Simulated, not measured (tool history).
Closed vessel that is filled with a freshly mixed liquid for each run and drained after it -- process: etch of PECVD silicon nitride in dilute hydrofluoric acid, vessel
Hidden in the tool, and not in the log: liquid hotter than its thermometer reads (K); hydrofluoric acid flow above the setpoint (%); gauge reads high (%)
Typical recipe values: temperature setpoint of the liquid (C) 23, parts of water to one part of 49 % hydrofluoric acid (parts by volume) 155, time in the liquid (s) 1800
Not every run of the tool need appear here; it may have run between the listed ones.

run,hour,temperature setpoint of the liquid (C),parts of water to one part of 49 % hydrofluoric acid (parts by volume),time in the liquid (s),wafers since the last listed run,hours since the thermometer was replaced,hours since the hydrofluoric acid flow meter was replaced,hours since the gauge calibration,"read-back film thickness of the PECVD silicon nitride reference wafer, read on the same gauge (nm)",thickness taken off the PECVD silicon nitride on a monitor wafer (nm)
1,0,23,155,1800,0,1456.1,1691.3,140.9,130.02,23
2,20.5,23,155,1800,465,1476.6,1711.8,161.4,130.01,22.58
3,32.5,23,155,2065,272,1488.6,1723.8,173.4,129.99,26.49
4,62.2,23,155,1800,674,1518.3,1753.5,203.1,130.01,23.06
5,81.4,23,155,1800,435,1537.5,1772.7,222.3,129.99,23.15
6,113,23,155,1800,717,1569.1,1804.3,253.9,130,23.32
7,140,23,155,2490,613,1596.1,1831.3,280.9,129.97,32.38
8,163.5,23,155,2490,533,1619.6,1854.8,304.4,129.94,31.81
# hour 197.6: thermometer replaced
9,199.4,26,155,1800,792,1.8,1890.7,340.3,129.98,23.58
10,230.7,25.5,80,2370,710,33.1,1922,371.6,130.02,57.2
11,298,23,155,1800,1528,100.4,1989.3,438.9,130,19.69

Expected results for the next run?
12,324.8,23,85,1800,608,127.2,2016.1,465.7,?,?

{"run 12": {"read-back film thickness of the PECVD silicon nitride reference wafer, read on the same gauge (nm)": 129.99, "thickness taken off the PECVD silicon nitride on a monitor wafer (nm)": 35.68}}
Minus the tool's unlogged condition, the same run would have read thickness taken off the PECVD silicon nitride on a monitor wafer (nm) 34.49.
